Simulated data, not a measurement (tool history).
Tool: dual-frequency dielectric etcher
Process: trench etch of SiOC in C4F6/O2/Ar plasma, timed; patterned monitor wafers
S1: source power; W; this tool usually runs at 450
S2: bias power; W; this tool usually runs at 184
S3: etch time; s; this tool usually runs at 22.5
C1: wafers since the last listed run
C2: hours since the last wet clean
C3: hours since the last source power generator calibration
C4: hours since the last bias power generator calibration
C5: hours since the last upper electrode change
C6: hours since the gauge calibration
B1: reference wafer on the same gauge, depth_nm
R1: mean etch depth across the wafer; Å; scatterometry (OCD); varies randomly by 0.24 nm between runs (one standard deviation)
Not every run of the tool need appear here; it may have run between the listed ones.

run   hour   S1   S2    S3   C1     C2      C3      C4      C5     C6     B1     R1
  1    0.0  450  184  22.5    0  245.7  4962.5  2718.3  2879.5   77.9  46.37  427.0
  2   15.7  450  184  22.5  294  261.4  4978.2  2734.0  2895.2   93.6  46.25  424.0
  3   24.9  450  184  22.5  172  270.6  4987.4  2743.2  2904.4  102.8  46.30  430.7
  4   31.2  450  184  22.5  118  276.9  4993.7  2749.5  2910.7  109.1  46.24  426.1
  5   38.1  450  184  22.5  129  283.8  5000.6  2756.4  2917.6  116.0  46.24  425.7
  6   49.2  450  184  22.5  208  294.9  5011.7  2767.5  2928.7  127.1  46.32  420.3
  7   64.1  450  184  17.5  279  309.8  5026.6  2782.4  2943.6  142.0  46.38  330.6
  8   74.7  450  184  17.5  199  320.4  5037.2  2793.0  2954.2  152.6  46.28  332.7
  9   92.1  450  184  17.5  326  337.8  5054.6  2810.4  2971.6  170.0  46.37  326.3
 10  103.3  450  218  22.5  210  349.0  5065.8  2821.6  2982.8  181.2  46.32  440.1
 11  120.1  450  218  22.5  315  365.8  5082.6  2838.4  2999.6  198.0  46.39  435.7
     145.5  -- wet clean of the chamber
 12  146.0  360  216  22.5   35    0.5  5108.5  2864.3  3025.5  223.9  46.34  410.4
 13  146.3  360  216  22.5    5    0.8  5108.8  2864.6  3025.8  224.2  46.29  409.4
 14  147.9  360  216  22.5   30    2.4  5110.4  2866.2  3027.4  225.8  46.23  408.1
     173.3  -- upper electrode replaced
     173.5  -- source power generator calibrated
 15  173.8  450  184  22.5   31   28.3     0.3  2892.1     0.5  251.7  46.26  441.8
 16  175.0  450  184  22.5   22   29.5     1.5  2893.3     1.7  252.9  46.28  439.1
 17  192.0  450  218  22.5  319   46.5    18.5  2910.3    18.7  269.9  46.42  453.0
 18  198.4  450  184  28.0  120   52.9    24.9  2916.7    25.1  276.3  46.31  544.0
 19  213.2  480  213  19.5  277   67.7    39.7  2931.5    39.9  291.1  46.29  398.1
 20  219.3  450  184  27.0  114   73.8    45.8  2937.6    46.0  297.2  46.28  524.9
     223.7  -- bias power generator calibrated
 21  236.5  450  184  24.5  247   91.0    63.0    12.8    63.2  314.4  46.37  476.0
 22  244.5  450  184  22.5  150   99.0    71.0    20.8    71.2  322.4  46.20  434.3
 23  251.8  450  184  22.5  137  106.3    78.3    28.1    78.5  329.7  46.33  436.1
     257.8  -- gauge calibrated
 24  258.8  450  184  22.5  131  113.3    85.3    35.1    85.5    1.0  46.28  432.8
 25  269.8  370  184  22.5  206  124.3    96.3    46.1    96.5   12.0  46.33  393.3
 26  281.6  450  184  22.5  221  136.1   108.1    57.9   108.3   23.8  46.31  434.6
 27  292.7  540  142  29.0  208  147.2   119.2    69.0   119.4   34.9  46.29  576.2
 28  304.8  420  184  20.5  227  159.3   131.3    81.1   131.5   47.0  46.38  382.6
 29  316.1  450  184  22.5  212  170.6   142.6    92.4   142.8   58.3  46.32  435.4
 30  354.3  550  184  22.5  717  208.8   180.8   130.6   181.0   96.5  46.26  473.2
 31  370.6  370  148  25.0  306  225.1   197.1   146.9   197.3  112.8  46.32  412.9

List, for all runs, the conditions of the tool that the log does not record:
source power that arrives over what is set, %: 0, the same for each run
bias power that arrives over what is set, %: 0, the same for each run
gauge reads high (%): 0, the same for each run
H1: etch rate over this chamber's usual, %
run      H1
  1   -3.27
  2   -3.47
  3   -3.58
  4   -3.66
  5   -3.75
  6   -3.88
  7   -4.07
  8    -4.2
  9   -4.41
 10   -4.55
 11   -4.76
 12  -0.119
 13  -0.122
 14  -0.142
 15  -0.463
 16  -0.478
 17  -0.689
 18  -0.768
 19  -0.951
 20   -1.03
 21   -1.24
 22   -1.34
 23   -1.43
 24   -1.52
 25   -1.65
 26    -1.8
 27   -1.94
 28   -2.09
 29   -2.23
 30    -2.7
 31    -2.9

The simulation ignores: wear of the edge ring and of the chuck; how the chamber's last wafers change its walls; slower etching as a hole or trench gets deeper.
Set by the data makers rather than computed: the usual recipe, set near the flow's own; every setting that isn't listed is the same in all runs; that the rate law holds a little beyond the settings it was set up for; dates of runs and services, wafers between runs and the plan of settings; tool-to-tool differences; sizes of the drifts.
